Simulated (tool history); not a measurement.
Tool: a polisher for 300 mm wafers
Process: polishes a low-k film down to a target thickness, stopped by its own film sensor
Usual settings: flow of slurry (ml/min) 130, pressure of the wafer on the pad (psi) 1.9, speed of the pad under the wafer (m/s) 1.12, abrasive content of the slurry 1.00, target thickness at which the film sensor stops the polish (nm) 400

| run | hour | flow of slurry (ml/min) | pressure of the wafer on the pad (psi) | speed of the pad under the wafer (m/s) | abrasive content of the slurry | target thickness at which the film sensor stops the polish (nm) | wafers since the last listed run | wafers polished on this pad | hours since the slurry nozzle was cleaned | hours since the head pressure was calibrated | hours since the slurry blender was calibrated | hours since the conditioning disc was replaced | incoming thickness of the incoming film, nm | time until the film sensor stopped the polish (s) |
|---|---|---|---|---|---|---|---|---|---|---|---|---|---|---|
| 1 | 0.0 | 130 | 1.9 | 1.12 | 1.00 | 400 | 0 | 1785 | 111.4 | 371.0 | 242.0 | 447.4 | 439.6 | 127.3 |
|  | 44.3 | slurry blender recalibrated |
|  | 52.2 | conditioning disc replaced and pad reconditioned |
| 2 | 67.7 | 130 | 1.9 | 1.12 | 1.00 | 400 | 869 | 2655 | 179.1 | 438.7 | 23.4 | 15.5 | 446.1 | 150.7 |
|  | 102.3 | worn pad replaced by a new one |
|  | 123.0 | head pressure recalibrated |
| 3 | 165.2 | 130 | 1.9 | 1.12 | 1.00 | 400 | 1248 | 831 | 276.6 | 42.2 | 120.9 | 113.0 | 437.3 | 118.7 |
| 4 | 238.5 | 130 | 1.9 | 1.12 | 1.00 | 400 | 1000 | 1831 | 349.9 | 115.5 | 194.2 | 186.3 | 449.3 | 168.4 |
|  | 305.3 | worn pad replaced by a new one |
| 5 | 329.6 | 130 | 1.9 | 1.12 | 1.00 | 400 | 1188 | 331 | 441.0 | 206.6 | 285.3 | 277.4 | 432.3 | 109.8 |
|  | 366.1 | slurry blender recalibrated |
| 6 | 381.4 | 130 | 1.9 | 1.12 | 1.10 | 400 | 679 | 1011 | 492.8 | 258.4 | 15.3 | 329.2 | 438.2 | 122.1 |
|  | 399.0 | slurry nozzle cleaned |
| 7 | 440.3 | 130 | 1.9 | 1.12 | 1.00 | 400 | 790 | 1801 | 41.3 | 317.3 | 74.2 | 388.1 | 445.0 | 138.5 |
|  | 502.3 | worn pad replaced by a new one |
| 8 | 510.9 | 130 | 1.9 | 1.12 | 1.00 | 400 | 908 | 117 | 111.9 | 387.9 | 144.8 | 458.7 | 432.4 | 98.9 |
|  | 562.1 | conditioning disc replaced and pad reconditioned |
| 9 | 562.6 | 130 | 1.9 | 1.40 | 1.00 | 400 | 678 | 796 | 163.6 | 439.6 | 196.5 | 0.5 | 437.9 | 101.4 |
| 10 | 651.9 | 165 | 2.5 | 1.46 | 0.85 | 400 | 1218 | 2014 | 252.9 | 528.9 | 285.8 | 89.8 | 446.1 | 98.8 |
|  | 664.2 | slurry blender recalibrated |
|  | 695.8 | worn pad replaced by a new one |
|  | 697.7 | head pressure recalibrated |
| 11 | 735.4 | 95 | 1.9 | 1.48 | 0.75 | 400 | 1031 | 515 | 336.4 | 37.7 | 71.2 | 173.3 | 441.2 | 137.7 |
| 12 | 858.6 | 130 | 1.9 | 1.12 | 1.00 | 400 | 1681 | 2196 | 459.6 | 160.9 | 194.4 | 296.5 | 440.0 | 135.1 |
|  | 890.9 | worn pad replaced by a new one |
|  | 942.9 | slurry nozzle cleaned |
| 13 | 962.5 | 130 | 1.9 | 1.40 | 1.00 | 400 | 1349 | 963 | 19.6 | 264.8 | 298.3 | 400.4 | 432.6 | 83.5 |
|  | 971.8 | slurry blender recalibrated |
| 14 | 1054.9 | 130 | 1.4 | 1.12 | 1.00 | 400 | 1233 | 2197 | 112.0 | 357.2 | 83.1 | 492.8 | 438.9 | 164.9 |
|  | 1094.8 | worn pad replaced by a new one |
|  | 1116.6 | conditioning disc replaced and pad reconditioned |
| 15 | 1132.8 | 130 | 1.9 | 0.74 | 1.10 | 400 | 981 | 490 | 189.9 | 435.1 | 161.0 | 16.2 | 443.8 | 182.3 |

4 ways to go on from here, each from the tool as it stands after run 15. What would each give?
| A | 1133.2 | 130 | 1.9 | 1.12 | 1.00 | 400 | 5 | 496 | 190.3 | 435.5 | 161.4 | 16.6 | 443.3 | ? |
| B | 1133.2 | 130 | 1.5 | 1.12 | 1.00 | 409 | 5 | 496 | 190.3 | 435.5 | 161.4 | 16.6 | 443.3 | ? |
| C | 1133.2 | 130 | 2.2 | 1.12 | 1.00 | 400 | 5 | 496 | 190.3 | 435.5 | 161.4 | 16.6 | 443.3 | ? |
| D | 1133.2 | 130 | 1.9 | 1.00 | 1.00 | 400 | 5 | 496 | 190.3 | 435.5 | 161.4 | 16.6 | 443.3 | ? |

| run | time until the film sensor stopped the polish (s) |
|---|---|
| A | 135.0 |
| B | 132.5 |
| C | 117.9 |
| D | 147.8 |
Without the tool's hidden state the same runs would have given:
| run | time until the film sensor stopped the polish (s) |
|---|---|
| A | 127.4 |
| B | 125.1 |
| C | 111.3 |
| D | 139.5 |
